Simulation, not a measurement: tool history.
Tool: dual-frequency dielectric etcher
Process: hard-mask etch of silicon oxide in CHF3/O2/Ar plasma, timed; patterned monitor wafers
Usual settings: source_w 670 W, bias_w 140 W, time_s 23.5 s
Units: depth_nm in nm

| run | day | source_w | bias_w | time_s | wafers since the last listed run | hours since the last wet clean | hours since the last source power generator calibration | hours since the last bias power generator calibration | hours since the last upper electrode change | hours since the gauge calibration | read-back reference wafer on the same gauge, depth_nm | depth_nm |
|---|---|---|---|---|---|---|---|---|---|---|---|---|
| 1 | 0 | 670 | 140 | 23.5 | 0 | 36.3 | 2254.9 | 2079.1 | 2393.6 | 704.2 | 53.58 | 44.82 |
| 2 | 0.5 | 670 | 140 | 23.5 | 120 | 48.3 | 2266.9 | 2091.1 | 2405.6 | 716.2 | 53.55 | 44.75 |
| 3 | 3.592 | 670 | 140 | 23.5 | 745 | 122.5 | 2341.1 | 2165.3 | 2479.8 | 790.4 | 53.63 | 45.17 |
| 4 | 4.404 | 670 | 140 | 23.5 | 195 | 142 | 2360.6 | 2184.8 | 2499.3 | 809.9 | 53.6 | 44.84 |
|  | 6.804 | bias power generator calibrated |
| 5 | 7.033 | 670 | 140 | 23.5 | 593 | 205.1 | 2423.7 | 5.5 | 2562.4 | 873 | 53.57 | 45.03 |
|  | 7.133 | gauge calibrated |
| 6 | 8.196 | 760 | 140 | 23.5 | 280 | 233 | 2451.6 | 33.4 | 2590.3 | 25.5 | 53.68 | 46.42 |
| 7 | 9.296 | 760 | 140 | 23.5 | 265 | 259.4 | 2478 | 59.8 | 2616.7 | 51.9 | 53.65 | 46.98 |
| 8 | 10.575 | 670 | 140 | 18 | 308 | 290.1 | 2508.7 | 90.5 | 2647.4 | 82.6 | 53.61 | 34.51 |
| 9 | 11.296 | 820 | 111 | 23.5 | 173 | 307.4 | 2526 | 107.8 | 2664.7 | 99.9 | 53.6 | 45.68 |
| 10 | 11.912 | 670 | 140 | 23.5 | 148 | 322.2 | 2540.8 | 122.6 | 2679.5 | 114.7 | 53.61 | 45.45 |
| 11 | 12.658 | 670 | 140 | 23.5 | 179 | 340.1 | 2558.7 | 140.5 | 2697.4 | 132.6 | 53.63 | 44.54 |
| 12 | 13.596 | 810 | 113 | 17.5 | 226 | 362.6 | 2581.2 | 163 | 2719.9 | 155.1 | 53.63 | 34.43 |
|  | 15.754 | wet clean of the chamber |
| 13 | 15.775 | 500 | 153 | 30.5 | 284 | 0.5 | 2633.5 | 215.3 | 2772.2 | 207.4 | 53.56 | 55.19 |
| 14 | 15.788 | 500 | 140 | 23.5 | 3 | 0.8 | 2633.8 | 215.6 | 2772.5 | 207.7 | 53.62 | 41.55 |
| 15 | 16.471 | 670 | 140 | 23.5 | 164 | 17.2 | 2650.2 | 232 | 2788.9 | 224.1 | 53.62 | 45 |
| 16 | 17.083 | 550 | 157 | 18 | 147 | 31.9 | 2664.9 | 246.7 | 2803.6 | 238.8 | 53.6 | 33.18 |
| 17 | 18.362 | 560 | 140 | 26.5 | 308 | 62.6 | 2695.6 | 277.4 | 2834.3 | 269.5 | 53.61 | 48.76 |
|  | 18.838 | source power generator calibrated |
|  | 19.771 | upper electrode replaced |
| 18 | 19.792 | 560 | 123 | 23.5 | 78 | 96.9 | 22.9 | 311.7 | 0.5 | 303.8 | 53.65 | 41.55 |
| 19 | 20.175 | 830 | 115 | 26.5 | 92 | 106.1 | 32.1 | 320.9 | 9.7 | 313 | 53.56 | 52.33 |
| 20 | 20.679 | 590 | 140 | 23.5 | 121 | 118.2 | 44.2 | 333 | 21.8 | 325.1 | 53.61 | 43.52 |
| 21 | 22.117 | 670 | 106 | 23.5 | 346 | 152.7 | 78.7 | 367.5 | 56.3 | 359.6 | 53.64 | 42.67 |
| 22 | 25.454 | 530 | 140 | 23.5 | 805 | 232.8 | 158.8 | 447.6 | 136.4 | 439.7 | 53.6 | 42.09 |
| 23 | 26.858 | 670 | 173 | 19.5 | 338 | 266.5 | 192.5 | 481.3 | 170.1 | 473.4 | 53.56 | 39.05 |
| 24 | 27.975 | 670 | 140 | 19 | 269 | 293.3 | 219.3 | 508.1 | 196.9 | 500.2 | 53.6 | 36.37 |
| 25 | 28.679 | 670 | 171 | 23.5 | 169 | 310.2 | 236.2 | 525 | 213.8 | 517.1 | 53.61 | 46.79 |
| 26 | 29.729 | 670 | 140 | 17.5 | 253 | 335.4 | 261.4 | 550.2 | 239 | 542.3 | 53.58 | 33.54 |
| 27 | 30.529 | 670 | 140 | 23.5 | 192 | 354.6 | 280.6 | 569.4 | 258.2 | 561.5 | 53.61 | 44.97 |
| 28 | 31.45 | 560 | 150 | 26 | 222 | 376.7 | 302.7 | 591.5 | 280.3 | 583.6 | 53.6 | 48.12 |
| 29 | 32.762 | 670 | 140 | 18.5 | 316 | 408.2 | 334.2 | 623 | 311.8 | 615.1 | 53.7 | 35.15 |

5 ways to go on from here, each from the tool as it stands after run 29. What would each give?
| A | 32.779 | 670 | 126 | 23.5 | 4 | 408.6 | 334.6 | 623.4 | 312.2 | 615.5 | ? | ? |
| B | 32.779 | 750 | 113 | 19.5 | 4 | 408.6 | 334.6 | 623.4 | 312.2 | 615.5 | ? | ? |
| C | 32.779 | 510 | 165 | 21 | 4 | 408.6 | 334.6 | 623.4 | 312.2 | 615.5 | ? | ? |
| D | 32.779 | 590 | 113 | 27 | 4 | 408.6 | 334.6 | 623.4 | 312.2 | 615.5 | ? | ? |
| E | 32.779 | 760 | 161 | 29 | 4 | 408.6 | 334.6 | 623.4 | 312.2 | 615.5 | ? | ? |

| run | read-back reference wafer on the same gauge, depth_nm | depth_nm |
|---|---|---|
| A | 53.59 | 44.38 |
| B | 53.59 | 37.48 |
| C | 53.59 | 38.42 |
| D | 53.59 | 48.42 |
| E | 53.59 | 59.08 |
Without the tool's hidden state the same runs would have given:
| run | depth_nm |
|---|---|
| A | 44.38 |
| B | 37.48 |
| C | 38.42 |
| D | 48.42 |
| E | 59.08 |

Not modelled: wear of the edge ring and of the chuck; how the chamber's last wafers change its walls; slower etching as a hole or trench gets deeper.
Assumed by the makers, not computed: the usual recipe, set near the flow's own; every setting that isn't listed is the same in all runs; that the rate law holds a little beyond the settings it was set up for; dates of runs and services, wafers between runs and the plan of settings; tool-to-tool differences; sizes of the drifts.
